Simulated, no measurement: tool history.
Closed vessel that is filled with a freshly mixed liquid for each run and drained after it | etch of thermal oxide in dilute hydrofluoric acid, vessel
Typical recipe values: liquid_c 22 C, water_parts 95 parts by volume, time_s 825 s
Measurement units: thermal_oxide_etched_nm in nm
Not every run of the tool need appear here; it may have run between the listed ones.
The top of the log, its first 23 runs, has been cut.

run,day,liquid_c,water_parts,time_s,wafers since the last listed run,hours since the thermometer was replaced,hours since the hydrofluoric acid flow meter was replaced,hours since the gauge calibration,"read-back film thickness of the thermal oxide reference wafer, read on the same gauge (nm)",thermal_oxide_etched_nm
# day 73.017: gauge calibrated
24,77.021,24,80,1130,8094,2350.4,462.2,96.1,119.97,68.43
# day 77.575: thermometer replaced
25,79.762,22,95,1145,5142,52.5,528,161.9,120,56.56
26,81.529,22,95,825,3364,94.9,570.4,204.3,120.01,40.52
27,85.1,22,95,825,6800,180.6,656.1,290,120,41.27
28,88.075,24,60,645,5665,252,727.5,361.4,120.01,57.05
29,90.425,22,95,825,4475,308.4,783.9,417.8,119.99,40.6
30,94.083,20,110,670,6967,396.2,871.7,505.6,120.01,26.29
31,96.504,26,55,1075,4610,454.3,929.8,563.7,119.99,113.94
32,100.588,22,95,825,7776,552.3,1027.8,661.7,119.99,41.56
33,103.133,22,95,825,4848,613.4,1088.9,722.8,120,41.46

What if the next run were any one of these 4? Each begins from the tool's condition after run 33:
A,103.171,22,95,825,71,614.3,1089.8,723.7,?,?
B,103.171,17.5,110,825,71,614.3,1089.8,723.7,?,?
C,103.171,24.5,65,410,71,614.3,1089.8,723.7,?,?
D,103.171,20.5,80,445,71,614.3,1089.8,723.7,?,?

run,"read-back film thickness of the thermal oxide reference wafer, read on the same gauge (nm)",thermal_oxide_etched_nm
A,120,41.71
B,120,29.43
C,120,34.74
D,120,25.53
Stripped of hidden state, with their random variation kept, the same runs would have yielded:
run,thermal_oxide_etched_nm
A,39.71
B,28.03
C,33.13
D,24.34
